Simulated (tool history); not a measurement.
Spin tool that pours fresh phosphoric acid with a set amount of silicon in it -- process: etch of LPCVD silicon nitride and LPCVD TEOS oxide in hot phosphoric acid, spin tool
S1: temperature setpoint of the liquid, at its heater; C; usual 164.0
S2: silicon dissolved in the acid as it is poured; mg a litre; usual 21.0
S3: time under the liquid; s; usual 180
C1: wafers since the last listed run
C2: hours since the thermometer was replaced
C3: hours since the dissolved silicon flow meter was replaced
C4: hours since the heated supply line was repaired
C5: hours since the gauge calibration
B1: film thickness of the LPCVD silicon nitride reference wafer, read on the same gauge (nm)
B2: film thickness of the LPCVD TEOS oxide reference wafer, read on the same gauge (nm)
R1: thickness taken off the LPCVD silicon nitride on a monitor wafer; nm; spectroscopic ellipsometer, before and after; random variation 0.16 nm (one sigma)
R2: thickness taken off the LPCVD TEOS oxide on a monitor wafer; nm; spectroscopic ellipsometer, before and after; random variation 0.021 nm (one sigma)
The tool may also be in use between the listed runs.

| run | hour | S1 | S2 | S3 | C1 | C2 | C3 | C4 | C5 | B1 | B2 | R1 | R2 |
|---|---|---|---|---|---|---|---|---|---|---|---|---|---|
| 1 | 0.0 | 163.0 | 21.0 | 235 | 0 | 86.4 | 123.3 | 376.5 | 157.4 | 118.94 | 49.561 | 21.33 | 0.571 |
| 2 | 110.2 | 163.0 | 21.0 | 235 | 1111 | 196.6 | 233.5 | 486.7 | 267.6 | 118.76 | 49.439 | 21.32 | 0.557 |
| 3 | 155.8 | 164.0 | 11.0 | 180 | 459 | 242.2 | 279.1 | 532.3 | 313.2 | 118.66 | 49.452 | 16.86 | 0.588 |
| 4 | 201.0 | 164.0 | 11.0 | 180 | 455 | 287.4 | 324.3 | 577.5 | 358.4 | 118.48 | 49.386 | 16.66 | 0.624 |
| 5 | 257.8 | 164.0 | 11.0 | 180 | 572 | 344.2 | 381.1 | 634.3 | 415.2 | 118.28 | 49.299 | 16.87 | 0.613 |
| 6 | 473.7 | 164.0 | 21.0 | 180 | 2177 | 560.1 | 597.0 | 850.2 | 631.1 | 117.25 | 48.887 | 16.82 | 0.464 |
| 7 | 506.1 | 164.0 | 21.0 | 180 | 326 | 592.5 | 629.4 | 882.6 | 663.5 | 117.06 | 48.739 | 16.68 | 0.464 |
|  | 527.2 | heated supply line repaired |
| 8 | 546.0 | 164.0 | 21.0 | 180 | 392 | 632.4 | 669.3 | 18.8 | 703.4 | 116.77 | 48.643 | 16.52 | 0.497 |
| 9 | 597.0 | 164.0 | 21.0 | 180 | 514 | 683.4 | 720.3 | 69.8 | 754.4 | 116.44 | 48.524 | 16.69 | 0.444 |
| 10 | 639.6 | 164.0 | 21.0 | 180 | 429 | 726.0 | 762.9 | 112.4 | 797.0 | 116.20 | 48.438 | 16.39 | 0.437 |
|  | 650.4 | thermometer replaced |
| 11 | 706.3 | 164.0 | 21.0 | 180 | 662 | 55.9 | 829.6 | 179.1 | 863.7 | 115.65 | 48.215 | 16.39 | 0.434 |
| 12 | 778.2 | 164.0 | 35.5 | 180 | 725 | 127.8 | 901.5 | 251.0 | 935.6 | 115.11 | 47.927 | 16.60 | 0.269 |
| 13 | 821.0 | 161.0 | 15.5 | 235 | 431 | 170.6 | 944.3 | 293.8 | 978.4 | 114.68 | 47.807 | 19.52 | 0.531 |
| 14 | 872.8 | 164.0 | 21.0 | 75 | 522 | 222.4 | 996.1 | 345.6 | 1030.2 | 114.23 | 47.610 | 6.92 | 0.186 |
|  | 924.1 | gauge calibrated |
| 15 | 930.1 | 167.0 | 34.5 | 180 | 577 | 279.7 | 1053.4 | 402.9 | 6.0 | 120.74 | 50.321 | 19.28 | 0.375 |
|  | 954.1 | dissolved silicon flow meter replaced |
| 16 | 959.6 | 164.0 | 4.5 | 180 | 287 | 309.2 | 5.5 | 432.4 | 35.5 | 120.76 | 50.281 | 17.23 | 0.702 |
| 17 | 996.6 | 164.0 | 16.0 | 260 | 373 | 346.2 | 42.5 | 469.4 | 72.5 | 120.70 | 50.312 | 25.07 | 0.829 |
| 18 | 1030.2 | 164.0 | 28.0 | 180 | 338 | 379.8 | 76.1 | 503.0 | 106.1 | 120.70 | 50.254 | 17.14 | 0.354 |
| 19 | 1058.8 | 164.0 | 10.0 | 125 | 288 | 408.4 | 104.7 | 531.6 | 134.7 | 120.66 | 50.274 | 11.94 | 0.454 |
| 20 | 1091.4 | 164.0 | 29.0 | 80 | 328 | 441.0 | 137.3 | 564.2 | 167.3 | 120.64 | 50.256 | 7.64 | 0.161 |
| 21 | 1128.4 | 164.0 | 21.0 | 180 | 373 | 478.0 | 174.3 | 601.2 | 204.3 | 120.52 | 50.288 | 17.16 | 0.495 |
| 22 | 1195.5 | 164.0 | 21.0 | 180 | 676 | 545.1 | 241.4 | 668.3 | 271.4 | 120.40 | 50.162 | 17.09 | 0.466 |

Predict each of these 4 candidate next runs independently; none follows another, all start after run 22:
| A | 1196.0 | 164.0 | 21.0 | 180 | 5 | 545.6 | 241.9 | 668.8 | 271.9 | ? | ? | ? | ? |
| B | 1196.0 | 164.0 | 8.5 | 220 | 5 | 545.6 | 241.9 | 668.8 | 271.9 | ? | ? | ? | ? |
| C | 1196.0 | 164.0 | 13.5 | 180 | 5 | 545.6 | 241.9 | 668.8 | 271.9 | ? | ? | ? | ? |
| D | 1196.0 | 165.5 | 21.0 | 145 | 5 | 545.6 | 241.9 | 668.8 | 271.9 | ? | ? | ? | ? |

| run | B1 | B2 | R1 | R2 |
|---|---|---|---|---|
| A | 120.36 | 50.113 | 17.32 | 0.438 |
| B | 120.36 | 50.113 | 21.17 | 0.733 |
| C | 120.36 | 50.113 | 17.32 | 0.535 |
| D | 120.36 | 50.113 | 14.66 | 0.394 |
With no hidden state in the tool, these same runs would have given:
| run | R1 | R2 |
|---|---|---|
| A | 17.27 | 0.437 |
| B | 21.11 | 0.730 |
| C | 17.27 | 0.533 |
| D | 14.61 | 0.392 |
